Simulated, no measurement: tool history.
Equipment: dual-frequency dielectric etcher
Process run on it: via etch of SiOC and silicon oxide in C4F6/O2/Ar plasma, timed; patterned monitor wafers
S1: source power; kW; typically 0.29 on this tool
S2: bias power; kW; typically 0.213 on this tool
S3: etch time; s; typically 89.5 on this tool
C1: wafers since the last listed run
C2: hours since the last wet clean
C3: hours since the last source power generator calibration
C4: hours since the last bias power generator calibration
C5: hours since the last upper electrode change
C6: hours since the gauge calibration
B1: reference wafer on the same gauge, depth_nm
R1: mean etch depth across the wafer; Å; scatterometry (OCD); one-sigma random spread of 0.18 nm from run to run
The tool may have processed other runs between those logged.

Run 1, hour 0: usual settings but S1 0.34 kW, S2 0.255 kW; C1 0; C2 60.5; C3 4617.4; C4 1916.7; C5 3257.5; C6 848.4; B1 99.7. Result: R1 971 Å.
Run 2, hour 49.3: usual settings but S1 0.34 kW, S2 0.255 kW; C1 641; C2 109.8; C3 4666.7; C4 1966; C5 3306.8; C6 897.7; B1 99.7. Result: R1 969 Å.
At hour 68.6: bias power generator calibrated.
Run 3, hour 96.2: usual settings but S3 106.5 s; C1 558; C2 156.7; C3 4713.6; C4 27.6; C5 3353.7; C6 944.6; B1 99.7. Result: R1 1031 Å.
Run 4, hour 133.9: usual settings; C1 490; C2 194.4; C3 4751.3; C4 65.3; C5 3391.4; C6 982.3; B1 99.7. Result: R1 868 Å.
At hour 143.3: source power generator calibrated.
Run 5, hour 335.2: usual settings; C1 2567; C2 395.7; C3 191.9; C4 266.6; C5 3592.7; C6 1183.6; B1 99.7. Result: R1 852 Å.
Run 6, hour 379.3: usual settings; C1 573; C2 439.8; C3 236; C4 310.7; C5 3636.8; C6 1227.7; B1 99.7. Result: R1 853 Å.
At hour 425.7: wet clean of the chamber.
Run 7, hour 437.3: usual settings; C1 442; C2 11.6; C3 294; C4 368.7; C5 3694.8; C6 1285.7; B1 99.7. Result: R1 875 Å.
Run 8, hour 464.6: usual settings; C1 355; C2 38.9; C3 321.3; C4 396; C5 3722.1; C6 1313; B1 99.7. Result: R1 876 Å.
Run 9, hour 515.7: usual settings; C1 665; C2 90; C3 372.4; C4 447.1; C5 3773.2; C6 1364.1; B1 99.7. Result: R1 876 Å.
Run 10, hour 578.8: usual settings; C1 821; C2 153.1; C3 435.5; C4 510.2; C5 3836.3; C6 1427.2; B1 99.7. Result: R1 872 Å.
Run 11, hour 605.9: usual settings but S2 0.196 kW, S3 76.5 s; C1 352; C2 180.2; C3 462.6; C4 537.3; C5 3863.4; C6 1454.3; B1 99.7. Result: R1 730 Å.
Run 12, hour 639.1: usual settings but S2 0.247 kW, S3 102.5 s; C1 432; C2 213.4; C3 495.8; C4 570.5; C5 3896.6; C6 1487.5; B1 99.7. Result: R1 1025 Å.
At hour 672.7: upper electrode replaced.
Run 13, hour 689.5: usual settings; C1 343; C2 263.8; C3 546.2; C4 620.9; C5 16.8; C6 1537.9; B1 99.7. Result: R1 867 Å.
Run 14, hour 713.5: usual settings but S2 0.187 kW, S3 79.5 s; C1 312; C2 287.8; C3 570.2; C4 644.9; C5 40.8; C6 1561.9; B1 99.7. Result: R1 745 Å.
Run 15, hour 740.4: usual settings but S1 0.34 kW, S2 0.236 kW, S3 77.5 s; C1 350; C2 314.7; C3 597.1; C4 671.8; C5 67.7; C6 1588.8; B1 99.6. Result: R1 814 Å.
Run 16, hour 776.4: usual settings but S1 0.31 kW; C1 468; C2 350.7; C3 633.1; C4 707.8; C5 103.7; C6 1624.8; B1 99.7. Result: R1 883 Å.
At hour 814.2: wet clean of the chamber.
Run 17, hour 814.7: usual settings but S1 0.27 kW, S2 0.176 kW, S3 112.5 s; C1 186; C2 0.5; C3 671.4; C4 746.1; C5 142; C6 1663.1; B1 99.7. Result: R1 1030 Å.
Run 18, hour 854.6: usual settings but S1 0.25 kW; C1 519; C2 40.4; C3 711.3; C4 786; C5 181.9; C6 1703; B1 99.7. Result: R1 821 Å.
Run 19, hour 905.3: usual settings but S2 0.239 kW, S3 68 s; C1 659; C2 91.1; C3 762; C4 836.7; C5 232.6; C6 1753.7; B1 99.7. Result: R1 676 Å.
At hour 926.2: gauge calibrated.
Run 20, hour 1025.4: usual settings; C1 1563; C2 211.2; C3 882.1; C4 956.8; C5 352.7; C6 99.2; B1 99.7. Result: R1 863 Å.
Run 21, hour 1078.3: usual settings but S2 0.234 kW, S3 101 s; C1 688; C2 264.1; C3 935; C4 1009.7; C5 405.6; C6 152.1; B1 99.7. Result: R1 990 Å.
Run 22, hour 1149.1: usual settings; C1 921; C2 334.9; C3 1005.8; C4 1080.5; C5 476.4; C6 222.9; B1 99.7. Result: R1 853 Å.
At hour 1203.1: wet clean of the chamber.
Run 23, hour 1210.4: usual settings but S2 0.192 kW, S3 111.5 s; C1 485; C2 7.3; C3 1067.1; C4 1141.8; C5 537.7; C6 284.2; B1 99.7. Result: R1 1068 Å.
Run 24, hour 1259.7: usual settings but S3 106.5 s; C1 641; C2 56.6; C3 1116.4; C4 1191.1; C5 587; C6 333.5; B1 99.7. Result: R1 1039 Å.
Run 25, hour 1316.2: usual settings but S1 0.35 kW, S3 77.5 s; C1 735; C2 113.1; C3 1172.9; C4 1247.6; C5 643.5; C6 390; B1 99.7. Result: R1 815 Å.
Run 26, hour 1341.9: usual settings but S1 0.23 kW, S2 0.238 kW, S3 71.5 s; C1 334; C2 138.8; C3 1198.6; C4 1273.3; C5 669.2; C6 415.7; B1 99.7. Result: R1 646 Å.
Run 27, hour 1368: usual settings but S1 0.34 kW; C1 339; C2 164.9; C3 1224.7; C4 1299.4; C5 695.3; C6 441.8; B1 99.7. Result: R1 927 Å.
Run 28, hour 1433.7: usual settings but S1 0.31 kW, S2 0.246 kW, S3 75 s; C1 855; C2 230.6; C3 1290.4; C4 1365.1; C5 761; C6 507.5; B1 99.7. Result: R1 766 Å.
Run 29, hour 1483.5: usual settings; C1 648; C2 280.4; C3 1340.2; C4 1414.9; C5 810.8; C6 557.3; B1 99.7. Result: R1 860 Å.
Run 30, hour 1553.4: usual settings but S2 0.245 kW; C1 909; C2 350.3; C3 1410.1; C4 1484.8; C5 880.7; C6 627.2; B1 99.7. Result: R1 883 Å.
Run 31, hour 1588.5: usual settings but S1 0.34 kW, S2 0.255 kW; C1 456; C2 385.4; C3 1445.2; C4 1519.9; C5 915.8; C6 662.3; B1 99.7. Result: R1 947 Å.

Below, each run's measurement less what the same run would have read without the hidden state. Both values contain the same run-to-run variation, but the gauge's scatter may not be the same in both:
What the log doesn't record here: etch rate over this chamber's usual, %; source power that arrives over what is set, %; bias power that arrives over what is set, %; gauge reads high (%).
run   R1
  1   -5
  2   -8
  3  -12
  4  -12
  5  -24
  6  -27
  7   +0
  8   -2
  9   -5
 10   -8
 11   -8
 12  -14
 13  -14
 14  -13
 15  -16
 16  -20
 17   -4
 18   -6
 19   -7
 20  -16
 21  -21
 22  -23
 23   -1
 24   -5
 25   -7
 26   -7
 27  -11
 28  -13
 29  -17
 30  -21
 31  -25

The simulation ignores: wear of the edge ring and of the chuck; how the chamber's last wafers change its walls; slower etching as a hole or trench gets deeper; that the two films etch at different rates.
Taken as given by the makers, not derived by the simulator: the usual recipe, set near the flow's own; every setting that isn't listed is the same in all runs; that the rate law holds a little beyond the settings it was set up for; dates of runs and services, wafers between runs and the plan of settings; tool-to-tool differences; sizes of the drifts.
